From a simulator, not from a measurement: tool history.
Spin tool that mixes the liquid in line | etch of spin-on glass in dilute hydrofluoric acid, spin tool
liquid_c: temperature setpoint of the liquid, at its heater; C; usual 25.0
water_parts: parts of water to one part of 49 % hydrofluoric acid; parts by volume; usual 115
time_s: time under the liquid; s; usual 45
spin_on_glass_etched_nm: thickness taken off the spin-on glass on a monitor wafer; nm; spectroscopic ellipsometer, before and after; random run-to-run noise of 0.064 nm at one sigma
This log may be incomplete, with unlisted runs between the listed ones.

run	day	liquid_c	water_parts	time_s	wafers since the last listed run	hours since the thermometer was replaced	hours since the hydrofluoric acid flow meter was replaced	hours since the gauge calibration	read-back film thickness of the spin-on glass reference wafer, read on the same gauge (nm)	spin_on_glass_etched_nm
1	0.000	25.0	115	50	0	1328.7	2009.6	679.1	59.99	12.64
2	1.854	25.0	115	50	712	1373.2	2054.1	723.6	59.99	12.51
3	8.354	25.0	115	50	2497	1529.2	2210.1	879.6	59.99	12.46
4	9.900	28.5	115	30	593	1566.3	2247.2	916.7	59.98	8.47
5	12.238	28.5	115	30	898	1622.4	2303.3	972.8	60.00	8.45
6	14.800	28.5	115	30	984	1683.9	2364.8	1034.3	60.01	8.40
7	17.396	25.0	115	55	997	1746.2	2427.1	1096.6	60.02	13.46
# day 17.912: hydrofluoric acid flow meter replaced
8	19.358	25.0	115	55	737	1793.3	34.7	1143.7	59.97	15.54
# day 22.067: gauge calibrated
9	22.233	25.0	115	55	1104	1862.3	103.7	4.0	60.00	15.53
10	24.700	25.0	115	45	947	1921.5	162.9	63.2	60.00	12.72
# day 26.033: thermometer replaced
11	27.625	25.0	115	45	1107	38.2	233.1	133.4	60.01	12.65
12	30.217	25.0	115	45	995	100.4	295.3	195.6	59.98	12.64
13	32.638	29.5	145	60	930	158.5	353.4	253.7	60.01	15.10
14	34.142	20.5	115	45	577	194.6	389.5	289.8	60.00	10.49
15	36.038	25.0	115	50	728	240.1	435.0	335.3	60.01	14.04
16	37.462	25.0	115	45	547	274.3	469.2	369.5	59.98	12.47
17	40.171	28.5	115	45	1040	339.3	534.2	434.5	60.01	14.23
18	42.250	25.0	135	45	798	389.2	584.1	484.4	60.00	10.41
19	43.954	29.0	160	30	654	430.1	625.0	525.3	60.01	6.48

Run 20 comes next. What will it give?
20	46.862	22.0	145	60	1117	499.9	694.8	595.1	?	?

read-back film thickness of the spin-on glass reference wafer, read on the same gauge (nm): 60.02
spin_on_glass_etched_nm: 11.24 nm
Without the tool's hidden state the same run would have given spin_on_glass_etched_nm 11.74 nm.
